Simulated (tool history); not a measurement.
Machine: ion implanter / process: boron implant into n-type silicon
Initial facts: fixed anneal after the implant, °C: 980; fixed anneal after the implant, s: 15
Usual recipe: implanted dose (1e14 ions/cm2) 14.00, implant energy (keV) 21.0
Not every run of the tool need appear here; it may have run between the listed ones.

run,hour,implanted dose (1e14 ions/cm2),implant energy (keV),"read-back reference wafer on the same gauge, sheet resistance",sheet resistance of the implanted and annealed layer (ohm/square)
1,0.0,14.00,19.0,114.08,111.82
2,35.1,14.00,19.0,113.92,111.68
3,65.3,14.00,19.0,114.08,111.37
4,104.0,14.00,21.0,114.09,109.39
5,167.4,14.00,21.0,114.03,109.85
6,248.8,14.00,21.0,114.13,110.11
7,319.6,14.00,21.0,114.05,110.36
8,396.7,14.00,21.0,114.04,110.63
9,453.8,14.00,26.5,113.98,106.84
# hour 500.7: gauge calibrated
10,525.7,11.68,17.0,114.03,128.60
11,568.4,14.00,21.0,113.87,111.31
# hour 586.6: extraction supply calibrated
# hour 633.8: Faraday cup replaced and dose calibrated
12,636.5,16.54,24.0,114.08,95.96
13,692.2,14.00,21.0,114.04,109.15
14,750.0,12.90,27.5,114.08,111.63
15,815.9,17.41,15.5,113.91,104.29
16,864.5,17.69,23.0,114.15,93.74
17,934.7,14.00,21.0,114.02,108.70
18,961.4,10.87,21.0,114.09,129.47
19,1010.0,15.88,23.0,113.96,100.32

Below are 3 alternative next runs, each starting from the tool's condition after run 19. Predict each:
A,1010.4,14.00,18.5,?,?
B,1010.4,15.58,24.5,?,?
C,1010.4,18.03,24.0,?,?

run,"read-back reference wafer on the same gauge, sheet resistance",sheet resistance of the implanted and annealed layer (ohm/square)
A,113.98,111.98
B,113.98,100.05
C,113.98,92.23
Without the tool's unlogged condition, the same runs would have read:
run,sheet resistance of the implanted and annealed layer (ohm/square)
A,111.48
B,99.60
C,91.85

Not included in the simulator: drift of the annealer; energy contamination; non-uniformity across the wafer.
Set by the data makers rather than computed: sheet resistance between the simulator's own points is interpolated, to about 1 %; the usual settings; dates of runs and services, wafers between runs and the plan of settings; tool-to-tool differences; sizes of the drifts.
